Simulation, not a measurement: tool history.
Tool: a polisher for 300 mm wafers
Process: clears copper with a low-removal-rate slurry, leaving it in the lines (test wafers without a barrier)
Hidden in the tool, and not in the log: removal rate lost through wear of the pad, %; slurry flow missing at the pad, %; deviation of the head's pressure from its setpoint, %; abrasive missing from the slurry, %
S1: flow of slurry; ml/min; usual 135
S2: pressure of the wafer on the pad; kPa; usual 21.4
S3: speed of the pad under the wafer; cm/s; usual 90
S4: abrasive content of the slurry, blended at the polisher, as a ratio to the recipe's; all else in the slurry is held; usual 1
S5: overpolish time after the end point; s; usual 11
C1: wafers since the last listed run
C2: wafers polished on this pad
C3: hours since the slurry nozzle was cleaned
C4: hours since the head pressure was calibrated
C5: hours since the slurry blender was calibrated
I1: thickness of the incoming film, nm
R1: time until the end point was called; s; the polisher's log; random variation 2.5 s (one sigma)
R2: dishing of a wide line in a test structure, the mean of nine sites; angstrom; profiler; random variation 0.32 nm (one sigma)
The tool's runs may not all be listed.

run,hour,S1,S2,S3,S4,S5,C1,C2,C3,C4,C5,I1,R1,R2
1,0,135,21.4,90,1,11,0,1867,211.2,53.9,124.2,320.4,129.1,195
2,61.7,135,21.4,90,1,11,519,2387,272.9,115.6,185.9,323.3,133.2,192
3,101.2,135,21.4,90,1,11,332,2720,312.4,155.1,225.4,325.5,145.3,190
4,127.3,135,21.4,90,1.2,11,219,2940,338.5,181.2,251.5,322,136.8,197
# hour 144.1: slurry nozzle cleaned
5,165.6,135,21.4,90,1.2,11,314,3254,21.5,219.5,289.8,324.8,132.2,191
6,203.1,135,21.4,90,1.2,11,315,3570,59,257,327.3,325.8,138.3,189
# hour 211.5: worn pad replaced by a new one
7,266.7,135,26.9,90,1.2,11,502,465,122.6,320.6,390.9,322.9,113.2,224
8,330.9,135,26.9,90,1.2,11,540,1005,186.8,384.8,455.1,323.5,121.3,216
# hour 339.7: slurry blender recalibrated
9,400.6,135,21.4,90,1,11,570,1576,256.5,454.5,60.9,324.5,136.3,192
10,444,135,21.4,90,1,11,365,1941,299.9,497.9,104.3,326.7,138.5,196
11,470.1,135,21.4,90,1,11,219,2161,326,524,130.4,323.1,136.6,193
12,502.1,135,21.4,90,1,17,269,2431,358,556,162.4,322.9,135.4,287
13,559.3,175,21.4,90,0.85,11,481,2912,415.2,613.2,219.6,328.8,134.8,197
# hour 579.6: slurry nozzle cleaned
# hour 588.9: worn pad replaced by a new one
14,593.1,120,14.5,90,1,11,242,34,13.5,647,253.4,324.3,188.6,143
# hour 607.2: head pressure recalibrated
# hour 692.4: slurry blender recalibrated
15,797.1,170,21.4,90,1.15,11,1684,1719,217.5,189.9,104.7,324,124.8,212
16,827.9,135,21.4,90,1,11,259,1979,248.3,220.7,135.5,318,128.9,197
17,888.1,135,21.4,90,1,11,507,2486,308.5,280.9,195.7,327.6,132.8,193
18,921.6,135,24.8,90,1,15,282,2768,342,314.4,229.2,324.3,124.8,285
19,953.3,135,21.4,90,1,13,267,3035,373.7,346.1,260.9,324,137.3,225
# hour 965.4: slurry nozzle cleaned
# hour 999.6: worn pad replaced by a new one
20,1000.1,135,21.4,90,1,11,352,4,34.7,392.9,307.7,321.6,140.5,188
21,1039.9,105,14.5,80,1,11,335,339,74.5,432.7,347.5,320.2,223.6,120
22,1098.7,105,21.4,78,1,11,495,834,133.3,491.5,406.3,324.6,177,150
# hour 1105.2: slurry blender recalibrated
23,1309.2,135,29,106,1.1,8,1756,2590,343.8,702,204,327.6,92.6,208
24,1376,135,26.9,90,1,15,562,3153,410.6,768.8,270.8,323.3,115.7,293
# hour 1425.2: slurry nozzle cleaned
25,1425.7,100,16.5,90,0.75,6,410,3563,0.5,818.5,320.5,322,197.7,75
# hour 1438.6: worn pad replaced by a new one
# hour 1463.2: head pressure recalibrated
26,1492,135,21.4,90,1.15,11,507,432,66.8,28.8,386.8,330.4,141.5,185
27,1518.9,105,21.4,76,1,11,226,659,93.7,55.7,413.7,318.8,181.3,143
# hour 1545.3: slurry blender recalibrated
28,1555.7,135,21.4,90,1,11,293,952,130.5,92.5,10.4,323.6,129.1,206

Forecast each of these 4 alternatives for the next run:
A,1556.2,135,21.4,90,0.8,11,4,956,131,93,10.9,330.5,?,?
B,1556.2,100,26.9,90,1,11,4,956,131,93,10.9,330.5,?,?
C,1556.2,150,21.4,90,1.15,11,4,956,131,93,10.9,330.5,?,?
D,1556.2,135,21.4,90,1,14,4,956,131,93,10.9,330.5,?,?

run,R1,R2
A,134.2,187
B,115,218
C,120.2,208
D,127,247
Without the tool's hidden state the same runs would have given:
run,R1,R2
A,133,189
B,114,219
C,119.1,210
D,125.9,249

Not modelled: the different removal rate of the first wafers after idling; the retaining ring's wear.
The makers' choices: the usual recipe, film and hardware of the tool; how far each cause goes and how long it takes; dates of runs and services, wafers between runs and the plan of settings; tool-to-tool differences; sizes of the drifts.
